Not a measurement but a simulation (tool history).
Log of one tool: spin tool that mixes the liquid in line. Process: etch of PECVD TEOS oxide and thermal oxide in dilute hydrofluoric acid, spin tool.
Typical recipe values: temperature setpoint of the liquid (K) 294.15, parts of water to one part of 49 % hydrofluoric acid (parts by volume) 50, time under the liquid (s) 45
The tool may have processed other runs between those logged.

| run | day | temperature setpoint of the liquid (K) | parts of water to one part of 49 % hydrofluoric acid (parts by volume) | time under the liquid (s) | wafers since the last listed run | hours since the thermometer was replaced | hours since the hydrofluoric acid flow meter was replaced | hours since the gauge calibration | read-back film thickness of the PECVD TEOS oxide reference wafer, read on the same gauge (nm) | read-back film thickness of the thermal oxide reference wafer, read on the same gauge (nm) | thickness taken off the PECVD TEOS oxide on a monitor wafer (angstrom) | thickness taken off the thermal oxide on a monitor wafer (angstrom) |
|---|---|---|---|---|---|---|---|---|---|---|---|---|
| 1 | 0.000 | 294.15 | 50 | 45 | 0 | 1630.7 | 527.8 | 488.8 | 49.99 | 69.989 | 75.9 | 45.00 |
| 2 | 0.329 | 294.15 | 50 | 45 | 140 | 1638.6 | 535.7 | 496.7 | 50.01 | 69.965 | 76.2 | 44.60 |
| 3 | 0.779 | 297.65 | 65 | 65 | 192 | 1649.4 | 546.5 | 507.5 | 50.02 | 69.997 | 96.4 | 56.44 |
|  | 1.383 | thermometer replaced |
|  | 1.475 | gauge calibrated |
| 4 | 1.821 | 291.65 | 50 | 45 | 427 | 10.5 | 571.5 | 8.3 | 50.02 | 70.008 | 61.1 | 36.31 |
| 5 | 2.100 | 294.15 | 65 | 25 | 119 | 17.2 | 578.2 | 15.0 | 50.01 | 70.027 | 29.1 | 17.06 |
| 6 | 2.754 | 294.15 | 50 | 45 | 279 | 32.9 | 593.9 | 30.7 | 50.00 | 70.001 | 69.1 | 39.90 |
| 7 | 3.162 | 294.15 | 50 | 45 | 174 | 42.7 | 603.7 | 40.5 | 50.00 | 70.003 | 69.0 | 40.03 |
| 8 | 3.908 | 294.15 | 50 | 45 | 319 | 60.6 | 621.6 | 58.4 | 50.00 | 69.964 | 69.5 | 40.26 |
| 9 | 4.796 | 294.15 | 75 | 45 | 379 | 81.9 | 642.9 | 79.7 | 50.01 | 70.015 | 44.7 | 26.27 |
| 10 | 5.429 | 298.65 | 50 | 25 | 271 | 97.1 | 658.1 | 94.9 | 49.98 | 69.999 | 46.7 | 27.19 |
| 11 | 5.862 | 290.65 | 50 | 45 | 185 | 107.5 | 668.5 | 105.3 | 50.01 | 70.019 | 59.8 | 35.21 |
| 12 | 6.446 | 298.65 | 70 | 30 | 249 | 121.5 | 682.5 | 119.3 | 49.99 | 69.980 | 38.2 | 22.73 |
|  | 6.671 | hydrofluoric acid flow meter replaced |
| 13 | 6.892 | 294.15 | 70 | 65 | 172 | 132.2 | 5.3 | 130.0 | 50.00 | 69.992 | 68.6 | 40.93 |
| 14 | 7.188 | 298.65 | 50 | 55 | 126 | 139.3 | 12.4 | 137.1 | 49.98 | 70.010 | 99.3 | 59.50 |
| 15 | 7.442 | 294.15 | 50 | 45 | 108 | 145.4 | 18.5 | 143.2 | 50.00 | 70.017 | 70.1 | 41.16 |
| 16 | 8.117 | 291.65 | 65 | 65 | 288 | 161.6 | 34.7 | 159.4 | 50.00 | 70.019 | 69.2 | 40.32 |
| 17 | 8.754 | 298.65 | 50 | 25 | 272 | 176.9 | 50.0 | 174.7 | 50.00 | 69.994 | 45.9 | 27.24 |
| 18 | 9.662 | 294.15 | 40 | 25 | 388 | 198.7 | 71.8 | 196.5 | 49.99 | 70.040 | 48.8 | 28.78 |
| 19 | 10.088 | 297.65 | 50 | 45 | 181 | 208.9 | 82.0 | 206.7 | 50.01 | 70.017 | 80.2 | 47.06 |
| 20 | 10.796 | 294.15 | 30 | 45 | 303 | 225.9 | 99.0 | 223.7 | 50.00 | 70.015 | 119.7 | 69.78 |
| 21 | 11.242 | 290.15 | 35 | 60 | 190 | 236.6 | 109.7 | 234.4 | 50.01 | 70.005 | 113.1 | 66.54 |
| 22 | 11.779 | 294.15 | 50 | 60 | 230 | 249.5 | 122.6 | 247.3 | 49.99 | 69.990 | 93.9 | 53.87 |
| 23 | 12.317 | 294.15 | 70 | 25 | 230 | 262.4 | 135.5 | 260.2 | 50.01 | 69.991 | 26.6 | 15.78 |
| 24 | 12.800 | 296.65 | 60 | 35 | 206 | 274.0 | 147.1 | 271.8 | 50.01 | 69.999 | 49.2 | 28.69 |
| 25 | 13.312 | 290.15 | 60 | 70 | 219 | 286.3 | 159.4 | 284.1 | 50.01 | 69.983 | 74.6 | 44.54 |
| 26 | 13.650 | 294.15 | 50 | 45 | 144 | 294.4 | 167.5 | 292.2 | 49.99 | 69.982 | 70.4 | 41.16 |

Forecast each of these 4 alternatives for the next run:
| A | 13.667 | 294.15 | 25 | 45 | 7 | 294.8 | 167.9 | 292.6 | ? | ? | ? | ? |
| B | 13.667 | 296.15 | 50 | 35 | 7 | 294.8 | 167.9 | 292.6 | ? | ? | ? | ? |
| C | 13.667 | 294.15 | 50 | 65 | 7 | 294.8 | 167.9 | 292.6 | ? | ? | ? | ? |
| D | 13.667 | 296.15 | 40 | 65 | 7 | 294.8 | 167.9 | 292.6 | ? | ? | ? | ? |

| run | read-back film thickness of the PECVD TEOS oxide reference wafer, read on the same gauge (nm) | read-back film thickness of the thermal oxide reference wafer, read on the same gauge (nm) | thickness taken off the PECVD TEOS oxide on a monitor wafer (angstrom) | thickness taken off the thermal oxide on a monitor wafer (angstrom) |
|---|---|---|---|---|
| A | 50.00 | 69.994 | 145.1 | 84.98 |
| B | 50.00 | 69.994 | 59.4 | 34.80 |
| C | 50.00 | 69.994 | 101.5 | 59.47 |
| D | 50.00 | 69.994 | 139.8 | 81.87 |
With the hidden condition removed and each run's random variation left untouched, the same runs would have given:
| run | thickness taken off the PECVD TEOS oxide on a monitor wafer (angstrom) | thickness taken off the thermal oxide on a monitor wafer (angstrom) |
|---|---|---|
| A | 141.7 | 83.00 |
| B | 58.1 | 34.02 |
| C | 99.2 | 58.11 |
| D | 136.6 | 80.01 |
